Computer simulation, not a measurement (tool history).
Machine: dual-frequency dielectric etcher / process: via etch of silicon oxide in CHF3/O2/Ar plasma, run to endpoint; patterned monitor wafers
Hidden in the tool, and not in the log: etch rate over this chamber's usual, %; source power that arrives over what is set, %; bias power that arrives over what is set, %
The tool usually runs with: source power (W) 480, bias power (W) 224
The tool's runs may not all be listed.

run,hour,source power (W),bias power (W),wafers since the last listed run,hours since the last wet clean,hours since the last source power generator calibration,hours since the last bias power generator calibration,hours since the last upper electrode change,"incoming incoming film thickness, nm",endpoint time (s)
1,0,430,224,0,199.5,1748.1,1591.2,5783.9,690.8,348.7
2,8.5,480,224,25,208,1756.6,1599.7,5792.4,692.1,334.1
3,16.4,480,224,23,215.9,1764.5,1607.6,5800.3,689.9,331.6
4,54.9,480,224,115,254.4,1803,1646.1,5838.8,687.1,328.4
5,65.2,480,224,30,264.7,1813.3,1656.4,5849.1,695.5,333.5
6,77.5,480,224,36,277,1825.6,1668.7,5861.4,691.8,331.5
7,92.4,480,224,44,291.9,1840.5,1683.6,5876.3,683.2,325.7
# hour 99: source power generator calibrated
# hour 112.2: bias power generator calibrated
# hour 125.8: upper electrode replaced
8,126.3,600,196,36,325.8,27.3,14.1,0.5,688.3,314.7
9,126.8,520,274,1,326.3,27.8,14.6,1,694.9,297.4
10,127.2,380,275,1,326.7,28.2,15,1.4,689,331.7
# hour 158.4: wet clean of the chamber
11,158.9,380,224,23,0.5,59.9,46.7,33.1,688.3,374.9
12,159.3,430,275,1,0.9,60.3,47.1,33.5,688.6,332.4
13,159.8,480,224,1,1.4,60.8,47.6,34,689.9,341.2
14,211.6,580,198,155,53.2,112.6,99.4,85.8,685,327.4

Each row is a separate what-if for the run after 14, all from the same tool condition, not one after another. Results?
A,212.1,480,224,1,53.7,113.1,99.9,86.3,689.2,?
B,212.1,390,254,1,53.7,113.1,99.9,86.3,689.2,?
C,212.1,380,191,1,53.7,113.1,99.9,86.3,689.2,?
D,212.1,380,202,1,53.7,113.1,99.9,86.3,689.2,?
E,212.1,440,252,1,53.7,113.1,99.9,86.3,689.2,?

run,endpoint time (s)
A,339.2
B,351.5
C,396.2
D,387.9
E,335.8
With no hidden state in the tool, these same runs would have given:
run,endpoint time (s)
A,340.6
B,353
C,397.9
D,389.6
E,337.3
